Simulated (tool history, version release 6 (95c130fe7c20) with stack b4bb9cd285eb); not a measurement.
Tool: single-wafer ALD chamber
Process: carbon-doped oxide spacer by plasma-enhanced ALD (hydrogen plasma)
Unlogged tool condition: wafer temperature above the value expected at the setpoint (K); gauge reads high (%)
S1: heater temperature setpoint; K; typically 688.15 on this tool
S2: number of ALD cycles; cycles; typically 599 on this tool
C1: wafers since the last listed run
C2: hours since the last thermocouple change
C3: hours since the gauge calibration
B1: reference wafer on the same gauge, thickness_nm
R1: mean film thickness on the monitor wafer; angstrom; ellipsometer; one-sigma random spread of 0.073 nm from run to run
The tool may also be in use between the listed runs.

run,hour,S1,S2,C1,C2,C3,B1,R1
1,0.0,688.15,599,0,1842.1,45.7,32.294,293.99
2,15.1,688.15,599,5,1857.2,60.8,32.317,293.90
3,23.4,688.15,656,3,1865.5,69.1,32.293,320.96
4,37.2,688.15,656,5,1879.3,82.9,32.295,320.10
5,54.1,688.15,656,6,1896.2,99.8,32.302,321.45
6,69.8,688.15,599,6,1911.9,115.5,32.319,292.88
7,79.3,688.15,599,3,1921.4,125.0,32.294,293.76
# hour 82.7: gauge calibrated
8,88.3,688.15,688,3,1930.4,5.6,32.285,336.71
9,100.4,688.15,688,4,1942.5,17.7,32.295,337.65
# hour 121.6: thermocouple changed; heater temperature recalibrated
10,122.1,688.15,688,5,0.5,39.4,32.281,337.20
11,127.3,694.15,657,2,5.7,44.6,32.294,318.56
12,165.7,700.15,508,14,44.1,83.0,32.277,240.88
13,178.2,688.15,599,4,56.6,95.5,32.300,293.13
14,189.0,688.15,599,4,67.4,106.3,32.292,293.67
15,202.5,696.15,533,5,80.9,119.8,32.320,256.07
# hour 206.4: gauge calibrated
16,208.8,700.15,697,2,87.2,2.4,32.310,331.26
17,219.7,688.15,599,4,98.1,13.3,32.278,294.17
18,256.0,692.15,599,14,134.4,49.6,32.315,288.79
19,262.6,695.15,489,2,141.0,56.2,32.346,235.19
20,273.5,682.15,702,4,151.9,67.1,32.295,350.42
21,284.5,677.15,655,4,162.9,78.1,32.282,330.43

Each row is a separate what-if for the run after 21, all from the same tool condition, not one after another. Results?
A,285.8,695.15,599,0,164.2,79.4,?,?
B,285.8,684.15,534,0,164.2,79.4,?,?
C,285.8,696.15,599,0,164.2,79.4,?,?
D,285.8,673.15,599,0,164.2,79.4,?,?
E,285.8,693.15,599,0,164.2,79.4,?,?

run,B1,R1
A,32.307,287.11
B,32.307,263.89
C,32.307,286.30
D,32.307,304.92
E,32.307,288.73
Without the tool's hidden state the same runs would have given:
run,R1
A,287.11
B,263.89
C,286.30
D,304.92
E,288.73
